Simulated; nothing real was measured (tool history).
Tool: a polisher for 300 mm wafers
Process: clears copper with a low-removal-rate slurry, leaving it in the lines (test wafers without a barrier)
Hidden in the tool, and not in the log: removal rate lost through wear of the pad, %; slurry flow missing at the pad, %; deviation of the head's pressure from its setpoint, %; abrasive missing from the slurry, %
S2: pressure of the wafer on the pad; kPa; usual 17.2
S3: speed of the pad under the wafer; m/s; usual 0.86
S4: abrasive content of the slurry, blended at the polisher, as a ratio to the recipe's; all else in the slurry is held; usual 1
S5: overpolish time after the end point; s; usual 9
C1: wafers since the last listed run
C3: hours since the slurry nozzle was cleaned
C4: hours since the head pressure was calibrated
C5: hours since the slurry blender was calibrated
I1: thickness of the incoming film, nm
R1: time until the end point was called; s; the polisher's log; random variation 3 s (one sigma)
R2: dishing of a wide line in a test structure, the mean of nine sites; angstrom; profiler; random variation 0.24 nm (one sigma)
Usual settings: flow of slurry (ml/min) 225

{"run": 1, "hour": 0.0, "flow of slurry (ml/min)": 225, "S2": 17.2, "S3": 0.86, "S4": 1, "S5": 6, "C1": 0, "wafers polished on this pad": 734, "C3": 99.6, "C4": 813.1, "C5": 76.6, "I1": 304.6, "R1": 175.5, "R2": 79}
{"run": 2, "hour": 13.4, "flow of slurry (ml/min)": 225, "S2": 17.2, "S3": 0.86, "S4": 1, "S5": 9, "C1": 106, "wafers polished on this pad": 841, "C3": 113, "C4": 826.5, "C5": 90, "I1": 304.7, "R1": 183.7, "R2": 107}
{"hour": 28.8, "done": "worn pad replaced by a new one"}
{"run": 3, "hour": 29.3, "flow of slurry (ml/min)": 180, "S2": 17.2, "S3": 0.86, "S4": 1, "S5": 9, "C1": 94, "wafers polished on this pad": 4, "C3": 128.9, "C4": 842.4, "C5": 105.9, "I1": 308.7, "R1": 186.1, "R2": 104}
{"run": 4, "hour": 43.2, "flow of slurry (ml/min)": 180, "S2": 17.2, "S3": 0.86, "S4": 1, "S5": 9, "C1": 110, "wafers polished on this pad": 114, "C3": 142.8, "C4": 856.3, "C5": 119.8, "I1": 307.4, "R1": 186.6, "R2": 107}
{"run": 5, "hour": 54.0, "flow of slurry (ml/min)": 225, "S2": 17.2, "S3": 0.86, "S4": 1, "S5": 9, "C1": 85, "wafers polished on this pad": 200, "C3": 153.6, "C4": 867.1, "C5": 130.6, "I1": 305.9, "R1": 186, "R2": 106}
{"run": 6, "hour": 69.1, "flow of slurry (ml/min)": 225, "S2": 17.2, "S3": 0.86, "S4": 1, "S5": 9, "C1": 120, "wafers polished on this pad": 320, "C3": 168.7, "C4": 882.2, "C5": 145.7, "I1": 310, "R1": 185.8, "R2": 104}
{"run": 7, "hour": 76.0, "flow of slurry (ml/min)": 225, "S2": 17.2, "S3": 0.86, "S4": 1, "S5": 9, "C1": 54, "wafers polished on this pad": 375, "C3": 175.6, "C4": 889.1, "C5": 152.6, "I1": 298.5, "R1": 183.2, "R2": 102}
{"run": 8, "hour": 82.8, "flow of slurry (ml/min)": 170, "S2": 19.3, "S3": 1.04, "S4": 0.9, "S5": 9, "C1": 54, "wafers polished on this pad": 429, "C3": 182.4, "C4": 895.9, "C5": 159.4, "I1": 307, "R1": 154.8, "R2": 121}
{"run": 9, "hour": 95.4, "flow of slurry (ml/min)": 175, "S2": 17.2, "S3": 0.86, "S4": 1, "S5": 6, "C1": 100, "wafers polished on this pad": 529, "C3": 195, "C4": 908.5, "C5": 172, "I1": 307.3, "R1": 195.2, "R2": 71}
{"run": 10, "hour": 112.5, "flow of slurry (ml/min)": 225, "S2": 17.2, "S3": 0.86, "S4": 1, "S5": 9, "C1": 136, "wafers polished on this pad": 665, "C3": 212.1, "C4": 925.6, "C5": 189.1, "I1": 309.2, "R1": 193.1, "R2": 102}
{"run": 11, "hour": 128.4, "flow of slurry (ml/min)": 185, "S2": 17.2, "S3": 1.02, "S4": 0.8, "S5": 12, "C1": 126, "wafers polished on this pad": 792, "C3": 228, "C4": 941.5, "C5": 205, "I1": 306.1, "R1": 184.5, "R2": 133}
{"hour": 135.7, "done": "worn pad replaced by a new one"}
{"run": 12, "hour": 144.4, "flow of slurry (ml/min)": 265, "S2": 22.8, "S3": 1.14, "S4": 1, "S5": 9, "C1": 95, "wafers polished on this pad": 69, "C3": 244, "C4": 957.5, "C5": 221, "I1": 303.8, "R1": 117.2, "R2": 156}
{"run": 13, "hour": 152.7, "flow of slurry (ml/min)": 225, "S2": 17.2, "S3": 0.86, "S4": 1, "S5": 9, "C1": 66, "wafers polished on this pad": 135, "C3": 252.3, "C4": 965.8, "C5": 229.3, "I1": 310.9, "R1": 187.7, "R2": 105}
{"run": 14, "hour": 162.8, "flow of slurry (ml/min)": 225, "S2": 17.2, "S3": 0.86, "S4": 1, "S5": 9, "C1": 80, "wafers polished on this pad": 215, "C3": 262.4, "C4": 975.9, "C5": 239.4, "I1": 306.3, "R1": 189.2, "R2": 104}

Forecast run 15:
{"run": 15, "hour": 173.6, "flow of slurry (ml/min)": 225, "S2": 13.8, "S3": 0.86, "S4": 1, "S5": 9, "C1": 85, "wafers polished on this pad": 301, "C3": 273.2, "C4": 986.7, "C5": 250.2, "I1": 300.9, "R1": "?", "R2": "?"}

R1: 233.7 s
R2: 86 angstrom
Without the tool's hidden state the same run would have given R1 213 s, R2 94 angstrom.

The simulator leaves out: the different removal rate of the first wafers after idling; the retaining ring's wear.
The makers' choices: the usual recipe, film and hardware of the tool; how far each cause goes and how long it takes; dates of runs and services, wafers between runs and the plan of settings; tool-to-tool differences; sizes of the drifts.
